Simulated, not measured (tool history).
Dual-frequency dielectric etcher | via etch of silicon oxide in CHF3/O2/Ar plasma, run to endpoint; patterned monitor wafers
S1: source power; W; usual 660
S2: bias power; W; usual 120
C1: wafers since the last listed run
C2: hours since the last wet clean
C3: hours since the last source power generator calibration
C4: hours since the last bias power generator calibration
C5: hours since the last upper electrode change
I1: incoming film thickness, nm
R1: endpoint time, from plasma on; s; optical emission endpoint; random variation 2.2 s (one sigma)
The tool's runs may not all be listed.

| run | hour | S1 | S2 | C1 | C2 | C3 | C4 | C5 | I1 | R1 |
|---|---|---|---|---|---|---|---|---|---|---|
| 1 | 0 | 660 | 120 | 0 | 203.3 | 2693.7 | 1893.9 | 3384.7 | 745.5 | 465.3 |
| 2 | 59.2 | 660 | 120 | 262 | 262.5 | 2752.9 | 1953.1 | 3443.9 | 748.4 | 463.9 |
| 3 | 119.9 | 660 | 120 | 269 | 323.2 | 2813.6 | 2013.8 | 3504.6 | 758.8 | 464.2 |
| 4 | 181.9 | 580 | 106 | 275 | 385.2 | 2875.6 | 2075.8 | 3566.6 | 751.3 | 489.6 |
|  | 201 | source power generator calibrated |
| 5 | 212.7 | 580 | 106 | 118 | 416 | 11.7 | 2106.6 | 3597.4 | 753.8 | 487.5 |
| 6 | 238.6 | 580 | 106 | 114 | 441.9 | 37.6 | 2132.5 | 3623.3 | 759.4 | 489.7 |
| 7 | 280.4 | 660 | 120 | 185 | 483.7 | 79.4 | 2174.3 | 3665.1 | 744.3 | 448.9 |
| 8 | 335 | 590 | 97 | 242 | 538.3 | 134 | 2228.9 | 3719.7 | 755.5 | 490.4 |
|  | 389.9 | wet clean of the chamber |
| 9 | 390.4 | 590 | 97 | 139 | 0.5 | 189.4 | 2284.3 | 3775.1 | 745.8 | 510.1 |
| 10 | 398.9 | 590 | 97 | 37 | 9 | 197.9 | 2292.8 | 3783.6 | 761.5 | 519.2 |
|  | 421.8 | bias power generator calibrated |
| 11 | 469.3 | 590 | 120 | 294 | 79.4 | 268.3 | 47.5 | 3854 | 745.1 | 482.1 |
| 12 | 538.1 | 660 | 135 | 305 | 148.2 | 337.1 | 116.3 | 3922.8 | 746.6 | 448.1 |
| 13 | 608.7 | 540 | 104 | 313 | 218.8 | 407.7 | 186.9 | 3993.4 | 741.9 | 502 |
| 14 | 673 | 660 | 120 | 285 | 283.1 | 472 | 251.2 | 4057.7 | 759.7 | 466.3 |
| 15 | 838.7 | 740 | 120 | 735 | 448.8 | 637.7 | 416.9 | 4223.4 | 750.1 | 441.5 |
| 16 | 867.9 | 790 | 90 | 129 | 478 | 666.9 | 446.1 | 4252.6 | 759.2 | 464.1 |
|  | 899 | wet clean of the chamber |
| 17 | 899.5 | 660 | 120 | 33 | 0.5 | 698.5 | 477.7 | 4284.2 | 745.9 | 473.1 |
| 18 | 1069.5 | 760 | 120 | 754 | 170.5 | 868.5 | 647.7 | 4454.2 | 752.3 | 449 |
| 19 | 1125.5 | 790 | 90 | 248 | 226.5 | 924.5 | 703.7 | 4510.2 | 747 | 470.1 |
|  | 1159.8 | upper electrode replaced, of another model than before |
| 20 | 1160.3 | 660 | 120 | 47 | 261.3 | 959.3 | 738.5 | 0.5 | 750.4 | 463.7 |
| 21 | 1217 | 820 | 129 | 251 | 318 | 1016 | 795.2 | 57.2 | 750.7 | 444.1 |
| 22 | 1264.4 | 660 | 101 | 210 | 365.4 | 1063.4 | 842.6 | 104.6 | 752.9 | 470.6 |
| 23 | 1321.6 | 820 | 140 | 253 | 422.6 | 1120.6 | 899.8 | 161.8 | 740.7 | 429.4 |
| 24 | 1358.1 | 710 | 106 | 161 | 459.1 | 1157.1 | 936.3 | 198.3 | 754.6 | 462.5 |
|  | 1432.4 | wet clean of the chamber |
| 25 | 1432.9 | 720 | 146 | 225 | 0.5 | 1231.9 | 1011.1 | 273.1 | 749.1 | 453.9 |
| 26 | 1472.9 | 570 | 101 | 177 | 40.5 | 1271.9 | 1051.1 | 313.1 | 746 | 483.7 |
| 27 | 1517.8 | 740 | 139 | 199 | 85.4 | 1316.8 | 1096 | 358 | 746.7 | 450.7 |
| 28 | 1561.2 | 530 | 135 | 192 | 128.8 | 1360.2 | 1139.4 | 401.4 | 761.1 | 478.3 |
| 29 | 1589.2 | 620 | 120 | 124 | 156.8 | 1388.2 | 1167.4 | 429.4 | 752.8 | 470.9 |
| 30 | 1653.2 | 550 | 106 | 283 | 220.8 | 1452.2 | 1231.4 | 493.4 | 749.7 | 479.8 |
| 31 | 1710.1 | 660 | 90 | 252 | 277.7 | 1509.1 | 1288.3 | 550.3 | 755.9 | 481.6 |
| 32 | 1736.2 | 780 | 111 | 115 | 303.8 | 1535.2 | 1314.4 | 576.4 | 743.9 | 449.6 |
| 33 | 1798.9 | 530 | 137 | 278 | 366.5 | 1597.9 | 1377.1 | 639.1 | 745.7 | 460.7 |
| 34 | 1855.4 | 710 | 97 | 250 | 423 | 1654.4 | 1433.6 | 695.6 | 758 | 469.5 |

How the hidden state differs across the entries between the runs, from the last listed run before each to the first after it:
Between runs 4 and 5: source power generator calibrated (hour 201)
  etch rate over this chamber's usual, %: 3.24 -> 3.53
  measured less the result without the state, R1: -15.8 -> -17.3 s
Between runs 8 and 9: wet clean of the chamber (hour 389.9)
  etch rate over this chamber's usual, %: 4.71 -> -0.299
  measured less the result without the state, R1: -23.1 -> +1.5 s
Between runs 10 and 11: bias power generator calibrated (hour 421.8)
  etch rate over this chamber's usual, %: -0.218 -> 0.457
  measured less the result without the state, R1: +1.2 -> -2.2 s
Between runs 16 and 17: wet clean of the chamber (hour 899)
  etch rate over this chamber's usual, %: 4.27 -> -0.811
  measured less the result without the state, R1: -19.8 -> +3.8 s
Between runs 19 and 20: upper electrode replaced, of another model than before (hour 1159.8)
  etch rate over this chamber's usual, %: 1.35 -> 1.69
  measured less the result without the state, R1: -6.3 -> -7.9 s
Between runs 24 and 25: wet clean of the chamber (hour 1432.4)
  etch rate over this chamber's usual, %: 3.58 -> -0.31
  measured less the result without the state, R1: -16.6 -> +1.4 s
